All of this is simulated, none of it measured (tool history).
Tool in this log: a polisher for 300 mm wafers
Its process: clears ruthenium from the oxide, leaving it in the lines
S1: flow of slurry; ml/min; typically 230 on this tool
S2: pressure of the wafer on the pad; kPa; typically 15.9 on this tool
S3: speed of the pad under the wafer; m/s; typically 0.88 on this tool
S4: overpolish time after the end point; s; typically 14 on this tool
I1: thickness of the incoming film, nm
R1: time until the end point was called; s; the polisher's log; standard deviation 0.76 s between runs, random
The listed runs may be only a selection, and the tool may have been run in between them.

{"run": 1, "day": 0.0, "S1": 230, "S2": 13.8, "S3": 0.88, "S4": 18, "I1": 99.9, "R1": 95.9}
{"run": 2, "day": 0.45, "S1": 230, "S2": 13.8, "S3": 0.88, "S4": 18, "I1": 101.1, "R1": 96.5}
{"run": 3, "day": 0.996, "S1": 230, "S2": 15.9, "S3": 0.88, "S4": 12, "I1": 100.9, "R1": 84.5}
{"run": 4, "day": 1.275, "S1": 230, "S2": 15.9, "S3": 0.88, "S4": 14, "I1": 100.6, "R1": 84.3}
{"run": 5, "day": 1.546, "S1": 230, "S2": 15.9, "S3": 0.88, "S4": 14, "I1": 99.2, "R1": 82.7}
{"run": 6, "day": 1.979, "S1": 195, "S2": 15.9, "S3": 0.88, "S4": 14, "I1": 99.2, "R1": 84.5}
{"run": 7, "day": 2.238, "S1": 195, "S2": 15.9, "S3": 0.88, "S4": 14, "I1": 101.6, "R1": 88.2}
{"run": 8, "day": 3.908, "S1": 230, "S2": 15.9, "S3": 0.88, "S4": 11, "I1": 100.5, "R1": 89.1}
{"day": 4.396, "done": "worn pad replaced by a new one"}
{"run": 9, "day": 4.417, "S1": 230, "S2": 15.9, "S3": 0.88, "S4": 11, "I1": 101, "R1": 81.5}
{"day": 4.679, "done": "slurry nozzle cleaned"}
{"run": 10, "day": 5.188, "S1": 230, "S2": 15.9, "S3": 0.88, "S4": 14, "I1": 98.9, "R1": 78.9}
{"run": 11, "day": 6.254, "S1": 230, "S2": 15.9, "S3": 0.88, "S4": 19, "I1": 99.4, "R1": 80.4}
{"run": 12, "day": 6.742, "S1": 230, "S2": 15.9, "S3": 0.88, "S4": 19, "I1": 101.1, "R1": 82.2}
{"run": 13, "day": 7.283, "S1": 230, "S2": 15.9, "S3": 0.88, "S4": 20, "I1": 98.5, "R1": 81.2}
{"run": 14, "day": 7.788, "S1": 230, "S2": 15.9, "S3": 0.88, "S4": 14, "I1": 101.4, "R1": 83.7}
{"run": 15, "day": 8.5, "S1": 230, "S2": 15.9, "S3": 0.88, "S4": 14, "I1": 100, "R1": 83.9}
{"run": 16, "day": 9.029, "S1": 230, "S2": 15.9, "S3": 0.88, "S4": 14, "I1": 101.1, "R1": 85.5}
{"run": 17, "day": 9.529, "S1": 230, "S2": 15.9, "S3": 0.88, "S4": 9, "I1": 102.2, "R1": 89.4}
{"day": 9.729, "done": "worn pad replaced by a new one"}
{"run": 18, "day": 10.142, "S1": 305, "S2": 17.9, "S3": 0.88, "S4": 17, "I1": 102.3, "R1": 71.3}
{"run": 19, "day": 10.721, "S1": 230, "S2": 15.9, "S3": 0.72, "S4": 10, "I1": 100.3, "R1": 98.8}
{"run": 20, "day": 11.333, "S1": 230, "S2": 11, "S3": 1.1, "S4": 21, "I1": 101.2, "R1": 95.3}
{"run": 21, "day": 12.054, "S1": 255, "S2": 15.9, "S3": 0.88, "S4": 14, "I1": 98.4, "R1": 79.6}
{"run": 22, "day": 12.458, "S1": 230, "S2": 19.3, "S3": 0.88, "S4": 16, "I1": 100.8, "R1": 67.5}
{"run": 23, "day": 12.742, "S1": 170, "S2": 13.1, "S3": 0.8, "S4": 10, "I1": 99.3, "R1": 112}
{"day": 12.896, "done": "head pressure recalibrated"}
{"run": 24, "day": 13.167, "S1": 190, "S2": 15.9, "S3": 0.7, "S4": 11, "I1": 99.8, "R1": 114.4}
{"run": 25, "day": 13.479, "S1": 290, "S2": 15.9, "S3": 0.88, "S4": 18, "I1": 98.8, "R1": 87.2}
{"run": 26, "day": 14.017, "S1": 175, "S2": 15.9, "S3": 0.6, "S4": 6, "I1": 100.9, "R1": 138.4}
{"run": 27, "day": 14.575, "S1": 170, "S2": 15.9, "S3": 0.98, "S4": 14, "I1": 98.8, "R1": 84.3}
{"run": 28, "day": 14.971, "S1": 155, "S2": 15.9, "S3": 0.88, "S4": 8, "I1": 100.3, "R1": 98.4}
{"day": 15.558, "done": "worn pad replaced by a new one"}
{"run": 29, "day": 15.579, "S1": 230, "S2": 15.9, "S3": 0.88, "S4": 14, "I1": 99.6, "R1": 83.5}
{"run": 30, "day": 16.171, "S1": 230, "S2": 15.9, "S3": 0.88, "S4": 14, "I1": 101.3, "R1": 86}
{"run": 31, "day": 16.754, "S1": 310, "S2": 15.9, "S3": 0.7, "S4": 14, "I1": 100.6, "R1": 101.8}
{"run": 32, "day": 17.35, "S1": 150, "S2": 15.9, "S3": 0.62, "S4": 14, "I1": 98.9, "R1": 124.3}
{"run": 33, "day": 17.683, "S1": 230, "S2": 17.2, "S3": 0.88, "S4": 18, "I1": 101.9, "R1": 79.8}
{"run": 34, "day": 17.95, "S1": 265, "S2": 12.4, "S3": 0.66, "S4": 7, "I1": 100.8, "R1": 143}
{"run": 35, "day": 18.567, "S1": 230, "S2": 15.9, "S3": 0.88, "S4": 14, "I1": 101, "R1": 84.9}
{"run": 36, "day": 19.183, "S1": 230, "S2": 13.8, "S3": 0.88, "S4": 19, "I1": 100.6, "R1": 98.9}
{"run": 37, "day": 19.667, "S1": 230, "S2": 15.9, "S3": 0.88, "S4": 14, "I1": 100, "R1": 87.1}

The logged runs with the hidden state left out (each run's random variation unchanged):
What the log doesn't record here: removal rate lost through wear of the pad, %; slurry flow missing at the pad, %; deviation of the head's pressure from its setpoint, %.
run=1 R1=99.2
run=2 R1=99.6
run=3 R1=86.8
run=4 R1=86.3
run=5 R1=84.3
run=6 R1=85.6
run=7 R1=88.9
run=8 R1=85.7
run=9 R1=87.1
run=10 R1=84.3
run=11 R1=85.3
run=12 R1=86.7
run=13 R1=85
run=14 R1=86.7
run=15 R1=85.5
run=16 R1=85.8
run=17 R1=88.3
run=18 R1=76.4
run=19 R1=105.7
run=20 R1=101.4
run=21 R1=84.1
run=22 R1=70.8
run=23 R1=116.9
run=24 R1=109.4
run=25 R1=83.1
run=26 R1=130.7
run=27 R1=78.7
run=28 R1=90.9
run=29 R1=85
run=30 R1=88
run=31 R1=104.3
run=32 R1=127.1
run=33 R1=81.4
run=34 R1=145.6
run=35 R1=85.7
run=36 R1=98.8
run=37 R1=86.1
